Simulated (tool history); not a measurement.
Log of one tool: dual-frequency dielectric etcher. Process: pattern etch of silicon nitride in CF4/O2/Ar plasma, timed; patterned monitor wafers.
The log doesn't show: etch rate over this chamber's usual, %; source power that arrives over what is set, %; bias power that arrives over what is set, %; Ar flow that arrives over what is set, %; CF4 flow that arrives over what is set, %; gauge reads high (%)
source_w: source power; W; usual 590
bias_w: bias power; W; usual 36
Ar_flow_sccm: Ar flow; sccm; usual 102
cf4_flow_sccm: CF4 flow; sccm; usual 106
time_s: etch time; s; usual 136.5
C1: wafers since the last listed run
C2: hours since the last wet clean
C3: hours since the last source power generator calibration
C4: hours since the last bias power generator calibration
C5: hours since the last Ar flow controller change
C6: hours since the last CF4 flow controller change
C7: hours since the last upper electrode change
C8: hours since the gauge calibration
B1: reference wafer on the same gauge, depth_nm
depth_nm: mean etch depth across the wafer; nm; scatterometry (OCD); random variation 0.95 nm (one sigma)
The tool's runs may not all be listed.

run 1 hour=0 | source_w=590 bias_w=36 Ar_flow_sccm=102 cf4_flow_sccm=106 time_s=136.5 | C1=0 C2=86.8 C3=3101.1 C4=1334.8 C5=32.5 C6=792.8 C7=2499.3 C8=1556.2 | B1=269.2 | depth_nm=265
run 2 hour=42.9 | source_w=540 bias_w=36 Ar_flow_sccm=102 cf4_flow_sccm=106 time_s=136.5 | C1=247 C2=129.7 C3=3144 C4=1377.7 C5=75.4 C6=835.7 C7=2542.2 C8=1599.1 | B1=268.8 | depth_nm=246.5
run 3 hour=81.3 | source_w=540 bias_w=36 Ar_flow_sccm=102 cf4_flow_sccm=106 time_s=136.5 | C1=221 C2=168.1 C3=3182.4 C4=1416.1 C5=113.8 C6=874.1 C7=2580.6 C8=1637.5 | B1=269 | depth_nm=245.2
run 4 hour=139.8 | source_w=590 bias_w=36 Ar_flow_sccm=102 cf4_flow_sccm=106 time_s=136.5 | C1=337 C2=226.6 C3=3240.9 C4=1474.6 C5=172.3 C6=932.6 C7=2639.1 C8=1696 | B1=268.4 | depth_nm=261.8
-- hour=175.7 gauge calibrated
-- hour=213.3 source power generator calibrated
-- hour=255.3 upper electrode replaced
run 5 hour=255.8 | source_w=590 bias_w=36 Ar_flow_sccm=102 cf4_flow_sccm=106 time_s=136.5 | C1=507 C2=342.6 C3=42.5 C4=1590.6 C5=288.3 C6=1048.6 C7=0.5 C8=80.1 | B1=269.1 | depth_nm=250.7
-- hour=317.9 wet clean of the chamber
run 6 hour=318.4 | source_w=720 bias_w=36 Ar_flow_sccm=126 cf4_flow_sccm=106 time_s=105 | C1=222 C2=0.5 C3=105.1 C4=1653.2 C5=350.9 C6=1111.2 C7=63.1 C8=142.7 | B1=269.5 | depth_nm=230.2
run 7 hour=395.8 | source_w=590 bias_w=40 Ar_flow_sccm=102 cf4_flow_sccm=106 time_s=136.5 | C1=446 C2=77.9 C3=182.5 C4=1730.6 C5=428.3 C6=1188.6 C7=140.5 C8=220.1 | B1=268.8 | depth_nm=269.4
-- hour=426.7 bias power generator calibrated
run 8 hour=495.7 | source_w=590 bias_w=32 Ar_flow_sccm=102 cf4_flow_sccm=94 time_s=120.5 | C1=553 C2=177.8 C3=282.4 C4=69 C5=528.2 C6=1288.5 C7=240.4 C8=320 | B1=268.8 | depth_nm=214.3
run 9 hour=549.2 | source_w=590 bias_w=42 Ar_flow_sccm=102 cf4_flow_sccm=106 time_s=118 | C1=308 C2=231.3 C3=335.9 C4=122.5 C5=581.7 C6=1342 C7=293.9 C8=373.5 | B1=268.5 | depth_nm=235.9
run 10 hour=590.1 | source_w=720 bias_w=36 Ar_flow_sccm=126 cf4_flow_sccm=106 time_s=105 | C1=236 C2=272.2 C3=376.8 C4=163.4 C5=622.6 C6=1382.9 C7=334.8 C8=414.4 | B1=269.1 | depth_nm=226.4
run 11 hour=640.8 | source_w=590 bias_w=36 Ar_flow_sccm=102 cf4_flow_sccm=106 time_s=167.5 | C1=292 C2=322.9 C3=427.5 C4=214.1 C5=673.3 C6=1433.6 C7=385.5 C8=465.1 | B1=269.1 | depth_nm=310.3
-- hour=696.8 CF4 flow controller replaced
run 12 hour=727 | source_w=590 bias_w=36 Ar_flow_sccm=102 cf4_flow_sccm=106 time_s=136.5 | C1=462 C2=409.1 C3=513.7 C4=300.3 C5=759.5 C6=30.2 C7=471.7 C8=551.3 | B1=269.1 | depth_nm=251.1
-- hour=754.1 wet clean of the chamber
run 13 hour=827.2 | source_w=590 bias_w=36 Ar_flow_sccm=102 cf4_flow_sccm=122 time_s=136.5 | C1=439 C2=73.1 C3=613.9 C4=400.5 C5=859.7 C6=130.4 C7=571.9 C8=651.5 | B1=269 | depth_nm=267.9
run 14 hour=900.7 | source_w=650 bias_w=36 Ar_flow_sccm=102 cf4_flow_sccm=106 time_s=136.5 | C1=424 C2=146.6 C3=687.4 C4=474 C5=933.2 C6=203.9 C7=645.4 C8=725 | B1=269.1 | depth_nm=282.3
run 15 hour=978.4 | source_w=590 bias_w=44 Ar_flow_sccm=102 cf4_flow_sccm=106 time_s=98.5 | C1=448 C2=224.3 C3=765.1 C4=551.7 C5=1010.9 C6=281.6 C7=723.1 C8=802.7 | B1=269.1 | depth_nm=202.2
run 16 hour=1015.7 | source_w=590 bias_w=42 Ar_flow_sccm=102 cf4_flow_sccm=81 time_s=136.5 | C1=215 C2=261.6 C3=802.4 C4=589 C5=1048.2 C6=318.9 C7=760.4 C8=840 | B1=269.2 | depth_nm=262.4
run 17 hour=1071.8 | source_w=500 bias_w=43 Ar_flow_sccm=120 cf4_flow_sccm=99 time_s=136.5 | C1=323 C2=317.7 C3=858.5 C4=645.1 C5=1104.3 C6=375 C7=816.5 C8=896.1 | B1=268.8 | depth_nm=234.1
run 18 hour=1147 | source_w=590 bias_w=33 Ar_flow_sccm=102 cf4_flow_sccm=119 time_s=136.5 | C1=434 C2=392.9 C3=933.7 C4=720.3 C5=1179.5 C6=450.2 C7=891.7 C8=971.3 | B1=268.7 | depth_nm=252.1
-- hour=1177.8 wet clean of the chamber
run 19 hour=1398.4 | source_w=590 bias_w=36 Ar_flow_sccm=102 cf4_flow_sccm=106 time_s=136.5 | C1=1312 C2=220.6 C3=1185.1 C4=971.7 C5=1430.9 C6=701.6 C7=1143.1 C8=1222.7 | B1=268.7 | depth_nm=259.7
run 20 hour=1475.8 | source_w=670 bias_w=36 Ar_flow_sccm=112 cf4_flow_sccm=83 time_s=136.5 | C1=446 C2=298 C3=1262.5 C4=1049.1 C5=1508.3 C6=779 C7=1220.5 C8=1300.1 | B1=268.7 | depth_nm=272.8

5 ways to go on from here, each from the tool as it stands after run 20. What would each give?
run A hour=1476.3 | source_w=590 bias_w=36 Ar_flow_sccm=102 cf4_flow_sccm=106 time_s=136.5 | C1=2 C2=298.5 C3=1263 C4=1049.6 C5=1508.8 C6=779.5 C7=1221 C8=1300.6 | B1=? | depth_nm=?
run B hour=1476.3 | source_w=590 bias_w=36 Ar_flow_sccm=84 cf4_flow_sccm=106 time_s=136.5 | C1=2 C2=298.5 C3=1263 C4=1049.6 C5=1508.8 C6=779.5 C7=1221 C8=1300.6 | B1=? | depth_nm=?
run C hour=1476.3 | source_w=710 bias_w=27 Ar_flow_sccm=102 cf4_flow_sccm=106 time_s=136.5 | C1=2 C2=298.5 C3=1263 C4=1049.6 C5=1508.8 C6=779.5 C7=1221 C8=1300.6 | B1=? | depth_nm=?
run D hour=1476.3 | source_w=590 bias_w=36 Ar_flow_sccm=102 cf4_flow_sccm=106 time_s=115 | C1=2 C2=298.5 C3=1263 C4=1049.6 C5=1508.8 C6=779.5 C7=1221 C8=1300.6 | B1=? | depth_nm=?
run E hour=1476.3 | source_w=630 bias_w=39 Ar_flow_sccm=102 cf4_flow_sccm=106 time_s=177 | C1=2 C2=298.5 C3=1263 C4=1049.6 C5=1508.8 C6=779.5 C7=1221 C8=1300.6 | B1=? | depth_nm=?

run=A B1=269.1 depth_nm=258.8
run=B B1=269.1 depth_nm=263.9
run=C B1=269.1 depth_nm=273.3
run=D B1=269.1 depth_nm=218
run=E B1=269.1 depth_nm=364.7
Without the tool's hidden state the same runs would have given:
run=A depth_nm=260.8
run=B depth_nm=266
run=C depth_nm=275.3
run=D depth_nm=219.7
run=E depth_nm=367.6
